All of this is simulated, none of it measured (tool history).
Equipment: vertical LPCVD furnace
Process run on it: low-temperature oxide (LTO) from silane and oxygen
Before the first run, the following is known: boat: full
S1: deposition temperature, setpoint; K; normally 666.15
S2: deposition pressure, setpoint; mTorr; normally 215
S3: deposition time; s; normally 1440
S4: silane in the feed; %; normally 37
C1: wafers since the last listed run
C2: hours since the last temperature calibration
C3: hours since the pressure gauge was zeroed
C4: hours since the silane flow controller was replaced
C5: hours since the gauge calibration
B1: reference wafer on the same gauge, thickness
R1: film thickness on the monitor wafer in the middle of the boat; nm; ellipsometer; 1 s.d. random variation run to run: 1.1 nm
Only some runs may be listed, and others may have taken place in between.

run,day,S1,S2,S3,S4,C1,C2,C3,C4,C5,B1,R1
1,0.000,666.15,215,1440,37,0,1923.2,1905.4,5289.9,1872.3,216.21,187.69
2,1.221,666.15,215,1620,32,364,1952.5,1934.7,5319.2,1901.6,215.94,172.81
3,2.438,666.15,215,1620,32,363,1981.7,1963.9,5348.4,1930.8,216.21,173.26
4,4.475,666.15,215,1440,33,609,2030.6,2012.8,5397.3,1979.7,216.18,160.36
5,5.888,666.15,215,1440,37,422,2064.5,2046.7,5431.2,2013.6,215.82,187.57
# day 6.304: gauge calibrated
# day 8.900: pressure gauge zeroed
6,8.921,666.15,215,1440,37,607,2137.3,0.5,5504.0,62.8,215.82,196.81
7,11.008,666.15,215,1440,37,623,2187.4,50.6,5554.1,112.9,216.03,198.76
8,13.092,666.15,185,1440,37,622,2237.4,100.6,5604.1,162.9,216.24,171.20
9,15.271,666.15,215,1440,35,651,2289.7,152.9,5656.4,215.2,215.82,184.25
# day 16.471: silane flow controller replaced
10,16.492,666.15,215,1440,37,66,2319.0,182.2,0.5,244.5,216.09,199.08
11,17.675,666.15,215,1440,37,353,2347.4,210.6,28.9,272.9,215.72,195.66
12,19.221,677.15,215,1950,40,462,2384.5,247.7,66.0,310.0,216.19,333.87
13,22.100,666.15,185,1710,37,860,2453.6,316.8,135.1,379.1,216.02,202.80
14,24.767,666.15,175,1770,37,797,2517.6,380.8,199.1,443.1,216.48,196.42
15,26.162,673.15,215,1770,37,417,2551.1,414.3,232.6,476.6,215.80,263.43
16,27.992,670.15,215,1440,33,546,2595.0,458.2,276.5,520.5,215.80,176.20
17,30.171,666.15,215,1620,42,651,2647.3,510.5,328.8,572.8,216.26,254.98

What does the tool deliver on the next run?
18,31.854,657.15,180,1590,34,503,2687.7,550.9,369.2,613.2,?,?

Run 18 gave B1 216.33, R1 145.16 nm.
On a tool with no hidden condition, and with the same random variation, this run would have come out at R1 147.57 nm.

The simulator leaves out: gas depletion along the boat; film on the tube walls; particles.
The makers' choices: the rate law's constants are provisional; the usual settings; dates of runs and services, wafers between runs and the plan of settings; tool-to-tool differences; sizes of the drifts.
